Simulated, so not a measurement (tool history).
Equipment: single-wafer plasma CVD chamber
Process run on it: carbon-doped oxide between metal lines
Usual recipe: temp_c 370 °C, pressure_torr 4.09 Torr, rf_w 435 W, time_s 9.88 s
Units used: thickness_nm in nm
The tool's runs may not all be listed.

run   hour  temp_c  pressure_torr  rf_w  time_s  wafers since the last listed run  hours since the last thermocouple change  hours since the last RF generator calibration  hours since the last manometer calibration  hours since the showerhead was replaced  hours since the gauge calibration  read-back reference wafer on the same gauge, thickness_nm  thickness_nm
  1      0     364           4.09   435    9.88                                 0                                    1868.7                                          167.1                                      1218.1                                   4013.4                              478.4                                                     39.486        40.488
  2   28.4     370           4.09   435    9.88                               755                                    1897.1                                          195.5                                      1246.5                                   4041.8                              506.8                                                      39.47        40.139
  3   52.5     370           4.09   435    9.88                               641                                    1921.2                                          219.6                                      1270.6                                   4065.9                              530.9                                                     39.548        40.072
      94.5  -- thermocouple changed; heater temperature recalibrated
  4     95     370           4.09   435    9.88                               917                                       0.5                                          262.1                                      1313.1                                   4108.4                              573.4                                                       39.5        39.988
  5  112.8     370           4.09   435    9.88                               473                                      18.3                                          279.9                                      1330.9                                   4126.2                              591.2                                                     39.484        39.832
  6  148.5     370           4.09   435    9.88                               949                                        54                                          315.6                                      1366.6                                   4161.9                              626.9                                                     39.524        39.748
  7  175.5     370           4.09   435    9.88                               718                                        81                                          342.6                                      1393.6                                   4188.9                              653.9                                                     39.521         39.54
  8  190.6     370           3.78   435    9.88                               401                                      96.1                                          357.7                                      1408.7                                     4204                                669                                                     39.501        39.293
  9    221     358           4.09   470    7.99                               808                                     126.5                                          388.1                                      1439.1                                   4234.4                              699.4                                                     39.512        35.069
     251.1  -- showerhead replaced, of another model than before
 10  251.6     370           3.67   510    8.15                               601                                     157.1                                          418.7                                      1469.7                                      0.5                                730                                                     39.468        35.495
 11    274     370           4.09   435    9.88                               595                                     179.5                                          441.1                                      1492.1                                     22.9                              752.4                                                      39.45        39.847
     283.3  -- capacitance manometer re-zeroed and calibrated
 12  304.8     370           4.09   435    9.88                               606                                     210.3                                          471.9                                        21.5                                     53.7                              783.2                                                     39.491        39.983
 13    320     370           3.78   365    9.88                               404                                     225.5                                          487.1                                        36.7                                     68.9                              798.4                                                     39.522        36.388
     334.8  -- gauge calibrated
 14  355.1     370           4.09   435    9.88                               933                                     260.6                                          522.2                                        71.8                                      104                               20.3                                                     39.487        40.042
 15  388.3     370           3.48   435   11.03                               883                                     293.8                                          555.4                                         105                                    137.2                               53.5                                                     39.497        43.875
 16  413.8     363           4.09   495   10.92                               678                                     319.3                                          580.9                                       130.5                                    162.7                                 79                                                     39.519        48.176
 17  430.6     370           3.16   485    8.96                               446                                     336.1                                          597.7                                       147.3                                    179.5                               95.8                                                     39.499        37.416
 18  456.9     370           4.09   435    9.88                               699                                     362.4                                            624                                       173.6                                    205.8                              122.1                                                     39.498        40.166
 19  483.6     370           4.83   435    9.88                               710                                     389.1                                          650.7                                       200.3                                    232.5                              148.8                                                     39.464        40.662
 20  507.8     370           4.09   435    9.88                               643                                     413.3                                          674.9                                       224.5                                    256.7                                173                                                     39.495        40.067
 21  541.9     370           4.09   435    9.88                               906                                     447.4                                            709                                       258.6                                    290.8                              207.1                                                     39.474        39.715
 22  557.4     370           4.09   435    9.88                               412                                     462.9                                          724.5                                       274.1                                    306.3                              222.6                                                     39.517        39.938
 23  576.2     363           3.51   410   10.76                               500                                     481.7                                          743.3                                       292.9                                    325.1                              241.4                                                      39.45        41.757
 24  600.8     378           4.09   495   10.64                               654                                     506.3                                          767.9                                       317.5                                    349.7                                266                                                     39.508        45.496
 25  625.3     379           3.55   515    8.95                               651                                     530.8                                          792.4                                         342                                    374.2                              290.5                                                      39.52        38.284
 26  646.9     378           4.09   435   10.39                               574                                     552.4                                            814                                       363.6                                    395.8                              312.1                                                      39.53        41.181
 27  661.5     370           4.09   435    9.88                               388                                       567                                          828.6                                       378.2                                    410.4                              326.7                                                     39.489        39.782
 28  686.8     381           4.09   435   11.58                               672                                     592.3                                          853.9                                       403.5                                    435.7                                352                                                     39.487        45.594

Each row is a separate what-if for the run after 28, all from the same tool condition, not one after another. Results?
  A  687.2     370           4.09   435    9.88                                10                                     592.7                                          854.3                                       403.9                                    436.1                              352.4                                                          ?             ?
  B  687.2     370           3.43   435    8.27                                10                                     592.7                                          854.3                                       403.9                                    436.1                              352.4                                                          ?             ?
  C  687.2     385           4.82   395    8.71                                10                                     592.7                                          854.3                                       403.9                                    436.1                              352.4                                                          ?             ?
  D  687.2     365           4.09   360    9.88                                10                                     592.7                                          854.3                                       403.9                                    436.1                              352.4                                                          ?             ?
  E  687.2     360           4.09   435   11.53                                10                                     592.7                                          854.3                                       403.9                                    436.1                              352.4                                                          ?             ?

run  read-back reference wafer on the same gauge, thickness_nm  thickness_nm
  A                                                     39.492        39.878
  B                                                     39.492        32.795
  C                                                     39.492        33.294
  D                                                     39.492        36.497
  E                                                     39.492        47.426
Without the tool's hidden state the same runs would have given:
run  thickness_nm
  A        41.287
  B        33.953
  C         34.47
  D        37.838
  E        49.101

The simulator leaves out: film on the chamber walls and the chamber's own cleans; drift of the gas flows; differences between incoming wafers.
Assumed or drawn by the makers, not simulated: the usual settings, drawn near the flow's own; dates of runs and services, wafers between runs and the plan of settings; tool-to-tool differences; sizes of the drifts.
